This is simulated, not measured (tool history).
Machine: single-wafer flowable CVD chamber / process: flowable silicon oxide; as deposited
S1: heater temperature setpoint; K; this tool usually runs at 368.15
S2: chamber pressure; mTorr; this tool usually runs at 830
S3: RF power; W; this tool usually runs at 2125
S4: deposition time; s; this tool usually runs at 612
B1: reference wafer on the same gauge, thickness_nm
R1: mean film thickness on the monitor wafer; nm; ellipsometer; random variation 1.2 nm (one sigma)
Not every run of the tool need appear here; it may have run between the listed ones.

run	hour	S1	S2	S3	S4	B1	R1
1	0	368.15	713	2125	612	475.166	383.084
2	99	368.15	713	2125	612	475.217	381.799
3	417.1	362.15	830	1800	612	475.292	511.927
4	454.2	362.15	830	1800	612	475.255	509.22
5	504.5	362.15	830	1800	612	474.444	508.764
6	553.9	368.15	671	2125	612	475.01	356.465
7	630.3	368.15	671	2125	612	475.102	360.236
8	718.2	368.15	830	2125	612	474.943	441.016
# hour 872.7: showerhead replaced
9	917.8	368.15	830	2125	612	475.165	441.885
# hour 1020.2: capacitance manometer re-zeroed and calibrated
10	1093.8	368.15	830	1990	612	475.023	436.685
# hour 1117.7: gauge calibrated
11	1325.3	368.15	830	1990	612	475.073	433.743
12	1407.4	368.15	830	1990	612	475.01	436.13
13	1487.9	368.15	830	2365	612	475.069	450.519
14	1571.5	368.15	830	2125	612	475.073	438.34
15	1616	383.15	672	1970	612	474.676	225.932
16	1715.2	368.15	830	2125	612	475.397	441.662
# hour 1757.7: thermocouple changed; heater temperature recalibrated
17	1789.3	368.15	704	2125	517	475.377	315.166
18	1881.8	377.15	830	2395	678	474.959	383.977
19	1925.2	368.15	830	2125	612	474.444	439.032
20	2015.3	381.15	830	2125	492	475.266	242.51
21	2109.6	368.15	830	1990	612	475.072	433.262
# hour 2123.8: RF generator calibrated
22	2201.8	368.15	830	2125	711	474.894	517.226
23	2298.8	368.15	1027	2125	612	475.125	551.751
24	2359.5	373.15	623	1890	725	475.058	334.41
25	2449.2	375.15	890	2125	612	474.625	390.809
26	2521.6	354.15	830	2260	612	475.074	662.442
27	2626.5	368.15	830	1970	612	474.848	440.209
28	2695.3	377.15	625	2525	558	474.84	240.367
29	2739.3	368.15	830	2125	612	475.046	445.068

Below are 3 alternative next runs, each starting from the tool's condition after run 29. Predict each:
A	2739.9	368.15	830	2445	612	?	?
B	2739.9	361.15	830	2125	612	?	?
C	2739.9	368.15	1011	2125	555	?	?

run	B1	R1
A	475.12	456.695
B	475.12	546.388
C	475.12	492.256
With the hidden condition removed and each run's random variation left untouched, the same runs would have given:
run	R1
A	458.562
B	549.28
C	494.861
